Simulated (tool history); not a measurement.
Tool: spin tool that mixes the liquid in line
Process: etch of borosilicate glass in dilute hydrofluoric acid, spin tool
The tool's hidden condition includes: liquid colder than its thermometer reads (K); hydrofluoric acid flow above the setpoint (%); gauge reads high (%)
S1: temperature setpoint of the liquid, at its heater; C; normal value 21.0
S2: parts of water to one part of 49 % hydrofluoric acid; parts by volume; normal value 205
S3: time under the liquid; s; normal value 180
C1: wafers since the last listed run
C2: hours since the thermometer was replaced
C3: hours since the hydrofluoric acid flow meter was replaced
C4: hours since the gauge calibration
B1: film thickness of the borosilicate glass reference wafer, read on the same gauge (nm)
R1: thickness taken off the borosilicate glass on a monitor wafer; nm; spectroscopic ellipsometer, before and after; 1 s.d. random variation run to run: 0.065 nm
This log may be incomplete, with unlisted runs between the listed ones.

{"run": 1, "hour": 0.0, "S1": 19.0, "S2": 250, "S3": 180, "C1": 0, "C2": 1494.2, "C3": 296.6, "C4": 533.8, "B1": 70.03, "R1": 8.49}
{"run": 2, "hour": 98.4, "S1": 19.0, "S2": 250, "S3": 180, "C1": 746, "C2": 1592.6, "C3": 395.0, "C4": 632.2, "B1": 70.06, "R1": 8.36}
{"run": 3, "hour": 184.4, "S1": 21.0, "S2": 205, "S3": 180, "C1": 652, "C2": 1678.6, "C3": 481.0, "C4": 718.2, "B1": 70.04, "R1": 11.52}
{"hour": 191.9, "done": "hydrofluoric acid flow meter replaced"}
{"run": 4, "hour": 232.5, "S1": 21.0, "S2": 205, "S3": 180, "C1": 357, "C2": 1726.7, "C3": 40.6, "C4": 766.3, "B1": 69.99, "R1": 11.59}
{"run": 5, "hour": 311.3, "S1": 21.0, "S2": 205, "S3": 180, "C1": 597, "C2": 1805.5, "C3": 119.4, "C4": 845.1, "B1": 70.03, "R1": 11.44}
{"run": 6, "hour": 385.2, "S1": 21.0, "S2": 205, "S3": 180, "C1": 560, "C2": 1879.4, "C3": 193.3, "C4": 919.0, "B1": 70.02, "R1": 11.5}
{"hour": 443.4, "done": "gauge calibrated"}
{"run": 7, "hour": 464.8, "S1": 21.0, "S2": 135, "S3": 180, "C1": 603, "C2": 1959.0, "C3": 272.9, "C4": 21.4, "B1": 69.99, "R1": 18.82}
{"run": 8, "hour": 563.8, "S1": 21.0, "S2": 135, "S3": 180, "C1": 751, "C2": 2058.0, "C3": 371.9, "C4": 120.4, "B1": 69.93, "R1": 18.72}
{"run": 9, "hour": 605.3, "S1": 21.0, "S2": 205, "S3": 180, "C1": 314, "C2": 2099.5, "C3": 413.4, "C4": 161.9, "B1": 70.0, "R1": 11.5}
{"run": 10, "hour": 649.3, "S1": 21.0, "S2": 230, "S3": 275, "C1": 333, "C2": 2143.5, "C3": 457.4, "C4": 205.9, "B1": 69.98, "R1": 15.31}
{"hour": 654.3, "done": "hydrofluoric acid flow meter replaced"}
{"run": 11, "hour": 729.1, "S1": 19.5, "S2": 150, "S3": 80, "C1": 597, "C2": 2223.3, "C3": 74.8, "C4": 285.7, "B1": 69.98, "R1": 7.02}
{"run": 12, "hour": 776.2, "S1": 19.0, "S2": 250, "S3": 180, "C1": 357, "C2": 2270.4, "C3": 121.9, "C4": 332.8, "B1": 70.0, "R1": 8.32}
{"run": 13, "hour": 834.8, "S1": 25.0, "S2": 275, "S3": 125, "C1": 444, "C2": 2329.0, "C3": 180.5, "C4": 391.4, "B1": 70.01, "R1": 6.41}
{"hour": 1028.3, "done": "thermometer replaced"}
{"run": 14, "hour": 1036.5, "S1": 21.0, "S2": 240, "S3": 180, "C1": 1522, "C2": 8.2, "C3": 382.2, "C4": 593.1, "B1": 70.02, "R1": 9.58}
{"run": 15, "hour": 1134.9, "S1": 26.0, "S2": 205, "S3": 95, "C1": 746, "C2": 106.6, "C3": 480.6, "C4": 691.5, "B1": 70.0, "R1": 7.37}
{"run": 16, "hour": 1183.0, "S1": 21.0, "S2": 205, "S3": 180, "C1": 364, "C2": 154.7, "C3": 528.7, "C4": 739.6, "B1": 70.0, "R1": 11.55}
{"hour": 1240.4, "done": "gauge calibrated"}
{"hour": 1247.6, "done": "hydrofluoric acid flow meter replaced"}
{"run": 17, "hour": 1262.4, "S1": 21.0, "S2": 205, "S3": 180, "C1": 594, "C2": 234.1, "C3": 14.8, "C4": 22.0, "B1": 70.0, "R1": 11.43}
{"run": 18, "hour": 1307.8, "S1": 21.0, "S2": 205, "S3": 180, "C1": 344, "C2": 279.5, "C3": 60.2, "C4": 67.4, "B1": 69.96, "R1": 11.54}
{"run": 19, "hour": 1405.8, "S1": 23.0, "S2": 205, "S3": 225, "C1": 743, "C2": 377.5, "C3": 158.2, "C4": 165.4, "B1": 69.96, "R1": 15.51}

Branching from run 19: 4 alternative next runs. What would each branch give?
{"run": "A", "hour": 1406.3, "S1": 21.0, "S2": 205, "S3": 80, "C1": 3, "C2": 378.0, "C3": 158.7, "C4": 165.9, "B1": "?", "R1": "?"}
{"run": "B", "hour": 1406.3, "S1": 23.5, "S2": 300, "S3": 145, "C1": 3, "C2": 378.0, "C3": 158.7, "C4": 165.9, "B1": "?", "R1": "?"}
{"run": "C", "hour": 1406.3, "S1": 17.5, "S2": 285, "S3": 225, "C1": 3, "C2": 378.0, "C3": 158.7, "C4": 165.9, "B1": "?", "R1": "?"}
{"run": "D", "hour": 1406.3, "S1": 23.5, "S2": 295, "S3": 70, "C1": 3, "C2": 378.0, "C3": 158.7, "C4": 165.9, "B1": "?", "R1": "?"}

run=A B1=69.99 R1=5.10
run=B B1=69.99 R1=6.31
run=C B1=69.99 R1=8.39
run=D B1=69.99 R1=3.11
With the hidden condition removed and each run's random variation left untouched, the same runs would have given:
run=A R1=5.10
run=B R1=6.31
run=C R1=8.39
run=D R1=3.11
